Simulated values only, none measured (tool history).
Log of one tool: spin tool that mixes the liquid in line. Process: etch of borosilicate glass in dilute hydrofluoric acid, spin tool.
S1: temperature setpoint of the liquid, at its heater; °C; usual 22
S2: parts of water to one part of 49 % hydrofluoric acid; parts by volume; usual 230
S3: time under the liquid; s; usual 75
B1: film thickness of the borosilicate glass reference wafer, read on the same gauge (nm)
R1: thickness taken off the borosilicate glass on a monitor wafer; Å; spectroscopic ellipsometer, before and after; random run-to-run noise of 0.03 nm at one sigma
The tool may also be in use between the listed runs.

run,hour,S1,S2,S3,B1,R1
1,0,22,230,75,40.02,69.8
2,7.4,22,230,75,39.98,70.1
3,14.5,22,230,75,40.02,69.6
4,20.6,22,230,75,40.02,70
5,29.7,22,230,75,39.99,69.9
6,46.2,22,230,75,40,70.3
7,53.7,22,230,75,39.99,69.6
8,60.1,22,230,75,39.99,70.3
9,75.6,22,230,75,39.99,70.2
10,90.9,22,230,90,40,84.3
11,102.8,22,230,90,40,84.4
12,114.3,25.5,230,75,39.96,80.8
13,129.9,22,315,75,40.01,48.5
# hour 133.5: gauge calibrated
14,141.9,22,230,75,39.98,70.8
15,152.4,27,265,110,40.05,104.5
16,160.7,26.5,285,75,39.96,63.6
17,176.5,22,285,90,40,65.2
18,189,22,230,75,39.99,70.9
# hour 192: hydrofluoric acid flow meter replaced
# hour 210.8: thermometer replaced
19,218.7,20.5,230,40,40.02,31.7
20,248.5,22,230,35,39.95,29.5
21,264.6,23.5,230,90,40,79.6
22,272.2,24.5,170,95,40.02,127
23,283.8,22,230,75,39.98,62.9
24,300.8,22,230,75,40.01,63.3

Below are 3 alternative next runs, each starting from the tool's condition after run 24. Predict each:
A,301.2,22,230,55,?,?
B,301.2,24.5,165,75,?,?
C,301.2,25,280,35,?,?

run,B1,R1
A,39.98,46.6
B,39.98,104.1
C,39.98,25.8
What these runs would have given with no unlogged condition in the tool:
run,R1
A,45.4
B,101.4
C,25.1

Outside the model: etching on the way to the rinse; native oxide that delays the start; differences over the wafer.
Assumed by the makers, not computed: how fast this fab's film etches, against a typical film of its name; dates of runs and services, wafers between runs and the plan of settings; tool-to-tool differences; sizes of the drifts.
